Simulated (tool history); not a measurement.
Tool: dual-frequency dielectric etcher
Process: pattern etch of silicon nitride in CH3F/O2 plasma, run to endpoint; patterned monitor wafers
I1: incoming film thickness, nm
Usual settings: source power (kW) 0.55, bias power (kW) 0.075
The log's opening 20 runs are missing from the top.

{"run": 21, "day": 76.133, "source power (kW)": 0.55, "bias power (kW)": 0.09, "I1": 91.3, "endpoint time (s)": 85}
{"day": 77.167, "done": "bias power generator calibrated"}
{"run": 22, "day": 78.704, "source power (kW)": 0.66, "bias power (kW)": 0.093, "I1": 90.5, "endpoint time (s)": 76.8}
{"run": 23, "day": 82.733, "source power (kW)": 0.64, "bias power (kW)": 0.084, "I1": 90.8, "endpoint time (s)": 81}
{"run": 24, "day": 85.121, "source power (kW)": 0.55, "bias power (kW)": 0.063, "I1": 90.5, "endpoint time (s)": 97.3}
{"day": 85.638, "done": "source power generator calibrated"}
{"run": 25, "day": 97.467, "source power (kW)": 0.5, "bias power (kW)": 0.059, "I1": 89.7, "endpoint time (s)": 102.4}
{"run": 26, "day": 99.033, "source power (kW)": 0.55, "bias power (kW)": 0.075, "I1": 90.4, "endpoint time (s)": 90.3}
{"day": 100.088, "done": "wet clean of the chamber"}
{"run": 27, "day": 101.712, "source power (kW)": 0.55, "bias power (kW)": 0.075, "I1": 91.3, "endpoint time (s)": 90.8}
{"run": 28, "day": 105.467, "source power (kW)": 0.55, "bias power (kW)": 0.082, "I1": 90, "endpoint time (s)": 86.1}
{"run": 29, "day": 108.367, "source power (kW)": 0.55, "bias power (kW)": 0.075, "I1": 90.1, "endpoint time (s)": 89.9}
{"run": 30, "day": 112.225, "source power (kW)": 0.55, "bias power (kW)": 0.075, "I1": 89.9, "endpoint time (s)": 90.3}
{"run": 31, "day": 114.904, "source power (kW)": 0.68, "bias power (kW)": 0.086, "I1": 90, "endpoint time (s)": 78.7}
{"run": 32, "day": 118.883, "source power (kW)": 0.69, "bias power (kW)": 0.064, "I1": 91.2, "endpoint time (s)": 89}
{"run": 33, "day": 121.742, "source power (kW)": 0.46, "bias power (kW)": 0.059, "I1": 91.5, "endpoint time (s)": 108.2}
{"run": 34, "day": 125.042, "source power (kW)": 0.47, "bias power (kW)": 0.09, "I1": 90.2, "endpoint time (s)": 87.3}

5 options for the next run, each taken on its own from the tool as it stands now. Forecast them:
{"run": "A", "day": 125.062, "source power (kW)": 0.63, "bias power (kW)": 0.075, "I1": 90.1, "endpoint time (s)": "?"}
{"run": "B", "day": 125.062, "source power (kW)": 0.68, "bias power (kW)": 0.062, "I1": 90.1, "endpoint time (s)": "?"}
{"run": "C", "day": 125.062, "source power (kW)": 0.55, "bias power (kW)": 0.062, "I1": 90.1, "endpoint time (s)": "?"}
{"run": "D", "day": 125.062, "source power (kW)": 0.42, "bias power (kW)": 0.075, "I1": 90.1, "endpoint time (s)": "?"}
{"run": "E", "day": 125.062, "source power (kW)": 0.45, "bias power (kW)": 0.088, "I1": 90.1, "endpoint time (s)": "?"}

run=A endpoint_time_(s)=86
run=B endpoint_time_(s)=90.8
run=C endpoint_time_(s)=98.1
run=D endpoint_time_(s)=99
run=E endpoint_time_(s)=90
Take away the tool's hidden state, keep each run's random variation, and the runs would have read:
run=A endpoint_time_(s)=85.4
run=B endpoint_time_(s)=90.2
run=C endpoint_time_(s)=97.4
run=D endpoint_time_(s)=98.2
run=E endpoint_time_(s)=89.3
